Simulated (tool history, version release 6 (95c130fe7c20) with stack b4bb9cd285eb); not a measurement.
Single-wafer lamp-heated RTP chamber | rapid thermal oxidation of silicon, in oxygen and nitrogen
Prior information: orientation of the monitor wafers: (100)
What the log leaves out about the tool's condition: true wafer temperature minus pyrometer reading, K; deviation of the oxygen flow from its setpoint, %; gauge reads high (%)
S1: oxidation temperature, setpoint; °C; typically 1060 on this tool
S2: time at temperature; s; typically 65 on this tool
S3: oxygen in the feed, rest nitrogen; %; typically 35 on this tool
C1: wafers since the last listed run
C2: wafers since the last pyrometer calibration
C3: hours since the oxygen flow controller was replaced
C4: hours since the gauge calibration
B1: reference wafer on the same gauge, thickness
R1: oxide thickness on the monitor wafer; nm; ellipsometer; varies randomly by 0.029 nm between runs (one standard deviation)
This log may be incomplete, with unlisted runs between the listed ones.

{"run": 1, "hour": 0.0, "S1": 1060, "S2": 65, "S3": 35, "C1": 0, "C2": 4701, "C3": 3907.0, "C4": 526.4, "B1": 5.746, "R1": 6.472}
{"hour": 61.0, "done": "pyrometer window cleaned and pyrometer calibrated"}
{"run": 2, "hour": 61.5, "S1": 1060, "S2": 49, "S3": 50, "C1": 730, "C2": 6, "C3": 3968.5, "C4": 587.9, "B1": 5.754, "R1": 6.322}
{"run": 3, "hour": 82.1, "S1": 1060, "S2": 49, "S3": 50, "C1": 281, "C2": 287, "C3": 3989.1, "C4": 608.5, "B1": 5.742, "R1": 6.365}
{"run": 4, "hour": 110.7, "S1": 1060, "S2": 49, "S3": 50, "C1": 390, "C2": 678, "C3": 4017.7, "C4": 637.1, "B1": 5.748, "R1": 6.388}
{"run": 5, "hour": 138.5, "S1": 1060, "S2": 65, "S3": 35, "C1": 379, "C2": 1057, "C3": 4045.5, "C4": 664.9, "B1": 5.747, "R1": 6.379}
{"hour": 150.6, "done": "gauge calibrated"}
{"run": 6, "hour": 193.3, "S1": 1060, "S2": 65, "S3": 35, "C1": 748, "C2": 1805, "C3": 4100.3, "C4": 42.7, "B1": 5.748, "R1": 6.392}
{"run": 7, "hour": 243.7, "S1": 1060, "S2": 65, "S3": 35, "C1": 688, "C2": 2493, "C3": 4150.7, "C4": 93.1, "B1": 5.75, "R1": 6.408}
{"run": 8, "hour": 310.0, "S1": 1060, "S2": 65, "S3": 35, "C1": 905, "C2": 3398, "C3": 4217.0, "C4": 159.4, "B1": 5.75, "R1": 6.425}
{"run": 9, "hour": 353.0, "S1": 1053, "S2": 80, "S3": 35, "C1": 587, "C2": 3985, "C3": 4260.0, "C4": 202.4, "B1": 5.741, "R1": 6.765}
{"hour": 400.1, "done": "pyrometer window cleaned and pyrometer calibrated"}
{"run": 10, "hour": 555.0, "S1": 1053, "S2": 80, "S3": 35, "C1": 2648, "C2": 2114, "C3": 4462.0, "C4": 404.4, "B1": 5.75, "R1": 6.914}
{"run": 11, "hour": 598.3, "S1": 1060, "S2": 93, "S3": 35, "C1": 591, "C2": 2705, "C3": 4505.3, "C4": 447.7, "B1": 5.757, "R1": 7.755}
{"hour": 626.2, "done": "pyrometer window cleaned and pyrometer calibrated, repeated, since the last time left the tool worse"}
{"run": 12, "hour": 655.6, "S1": 1078, "S2": 36, "S3": 63, "C1": 673, "C2": 400, "C3": 4562.6, "C4": 505.0, "B1": 5.749, "R1": 6.83}
{"hour": 682.8, "done": "oxygen flow controller replaced"}
{"run": 13, "hour": 699.8, "S1": 1060, "S2": 93, "S3": 35, "C1": 494, "C2": 894, "C3": 17.0, "C4": 549.2, "B1": 5.747, "R1": 7.502}
{"run": 14, "hour": 762.3, "S1": 1082, "S2": 65, "S3": 35, "C1": 853, "C2": 1748, "C3": 79.5, "C4": 611.7, "B1": 5.746, "R1": 7.422}
{"hour": 767.8, "done": "gauge calibrated"}
{"run": 15, "hour": 788.8, "S1": 1081, "S2": 77, "S3": 45, "C1": 361, "C2": 2109, "C3": 106.0, "C4": 21.0, "B1": 5.757, "R1": 8.63}
{"run": 16, "hour": 852.9, "S1": 1074, "S2": 91, "S3": 56, "C1": 875, "C2": 2984, "C3": 170.1, "C4": 85.1, "B1": 5.754, "R1": 9.564}
{"run": 17, "hour": 889.8, "S1": 1060, "S2": 65, "S3": 35, "C1": 503, "C2": 3488, "C3": 207.0, "C4": 122.0, "B1": 5.746, "R1": 6.424}
{"run": 18, "hour": 925.2, "S1": 1060, "S2": 46, "S3": 35, "C1": 483, "C2": 3971, "C3": 242.4, "C4": 157.4, "B1": 5.75, "R1": 5.555}
{"run": 19, "hour": 990.2, "S1": 1060, "S2": 65, "S3": 35, "C1": 887, "C2": 4859, "C3": 307.4, "C4": 222.4, "B1": 5.751, "R1": 6.496}
{"run": 20, "hour": 1018.6, "S1": 1060, "S2": 65, "S3": 35, "C1": 387, "C2": 5246, "C3": 335.8, "C4": 250.8, "B1": 5.751, "R1": 6.49}
{"hour": 1052.8, "done": "pyrometer window cleaned and pyrometer calibrated"}
{"run": 21, "hour": 1076.1, "S1": 1075, "S2": 65, "S3": 63, "C1": 675, "C2": 318, "C3": 393.3, "C4": 308.3, "B1": 5.755, "R1": 8.664}

Consider 3 possible next runs. They are alternatives, not a sequence: every one starts from the tool as it was left by run 21. What does each give?
{"run": "A", "hour": 1076.5, "S1": 1060, "S2": 65, "S3": 35, "C1": 5, "C2": 323, "C3": 393.7, "C4": 308.7, "B1": "?", "R1": "?"}
{"run": "B", "hour": 1076.5, "S1": 1073, "S2": 65, "S3": 54, "C1": 5, "C2": 323, "C3": 393.7, "C4": 308.7, "B1": "?", "R1": "?"}
{"run": "C", "hour": 1076.5, "S1": 1046, "S2": 53, "S3": 27, "C1": 5, "C2": 323, "C3": 393.7, "C4": 308.7, "B1": "?", "R1": "?"}

run=A B1=5.747 R1=6.297
run=B B1=5.747 R1=8.000
run=C B1=5.747 R1=4.809
Take away the tool's hidden state, keep each run's random variation, and the runs would have read:
run=A R1=6.280
run=B R1=7.977
run=C R1=4.796

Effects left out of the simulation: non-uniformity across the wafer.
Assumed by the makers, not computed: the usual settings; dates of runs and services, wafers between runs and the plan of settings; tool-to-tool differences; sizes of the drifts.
